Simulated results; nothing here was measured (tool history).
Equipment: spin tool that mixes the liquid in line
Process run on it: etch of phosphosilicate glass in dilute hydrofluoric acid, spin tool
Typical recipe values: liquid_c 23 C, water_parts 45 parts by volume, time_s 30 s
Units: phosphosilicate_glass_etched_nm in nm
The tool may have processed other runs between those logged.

run     day  liquid_c  water_parts  time_s  read-back film thickness of the phosphosilicate glass reference wafer, read on the same gauge (nm)  phosphosilicate_glass_etched_nm
  1       0        23           45      30                                                                                               78.15                            71.88
  2   1.058        23           45      30                                                                                               77.99                            70.95
  3    2.25        23           45      30                                                                                               77.83                            70.38
  4   3.146        23           45      30                                                                                               77.64                            70.99
       3.35  -- gauge calibrated
  5   4.208        23           45      30                                                                                               79.89                            72.85
  6   5.267        23           45      35                                                                                               79.85                            84.83
  7   6.058      20.5           30      30                                                                                               79.87                            99.75
  8   6.625      20.5           30      30                                                                                               79.88                           100.31
  9   7.854        23           50      40                                                                                               79.87                            86.91
 10   8.512      27.5           45      40                                                                                               79.83                           116.09
 11  10.167      21.5           30      15                                                                                                79.8                            52.28
 12  11.204      18.5           60      40                                                                                               79.78                            58.58
 13   12.65      24.5           60      30                                                                                               79.67                             56.2
 14  13.771      20.5           60      20                                                                                               79.66                            31.76
     14.733  -- hydrofluoric acid flow meter replaced
 15  15.175      25.5           45      30                                                                                               79.58                            79.37
 16  15.921        23           45      30                                                                                               79.51                            73.04
 17  17.321        25           60      15                                                                                               79.36                            28.31
 18  18.762        23           45      30                                                                                               79.33                            72.02
     19.104  -- thermometer replaced
 19  19.912        23           45      30                                                                                               79.24                            71.34
 20  20.454        23           55      30                                                                                               79.19                            57.76
 21  21.438        23           45      30                                                                                               79.09                            71.47
 22  22.808        19           45      40                                                                                                  79                            81.04
 23  27.271      21.5           55      40                                                                                               78.51                             71.2
 24  28.325        23           45      45                                                                                               78.37                           106.66
 25  29.325      27.5           65      30                                                                                                78.3                             57.2
 26  29.962        28           60      30                                                                                               78.19                             64.4
 27  30.492        23           45      15                                                                                               78.13                            35.43
 28  31.846      19.5           45      40                                                                                               77.92                            80.98
 29  33.242        27           55      30                                                                                               77.72                            66.96
 30  34.621        23           45      30                                                                                               77.57                             69.6
 31  35.208        23           45      30                                                                                               77.43                            70.56
 32  36.617        23           45      30                                                                                               77.26                            69.59

Consider 5 possible next runs. They are alternatives, not a sequence: every one starts from the tool as it was left by run 32. What does each give?
  A  36.633      20.5           45      30                                                                                                   ?                                ?
  B  36.633        23           45      20                                                                                                   ?                                ?
  C  36.633        27           60      15                                                                                                   ?                                ?
  D  36.633      25.5           35      35                                                                                                   ?                                ?
  E  36.633      20.5           50      20                                                                                                   ?                                ?

run  read-back film thickness of the phosphosilicate glass reference wafer, read on the same gauge (nm)  phosphosilicate_glass_etched_nm
  A                                                                                               77.21                            62.61
  B                                                                                               77.21                            46.37
  C                                                                                               77.21                            30.08
  D                                                                                               77.21                           117.28
  E                                                                                               77.21                            37.34
Stripped of hidden state, with their random variation kept, the same runs would have yielded:
run  phosphosilicate_glass_etched_nm
  A                            64.85
  B                            48.03
  C                            31.16
  D                           121.48
  E                            38.67
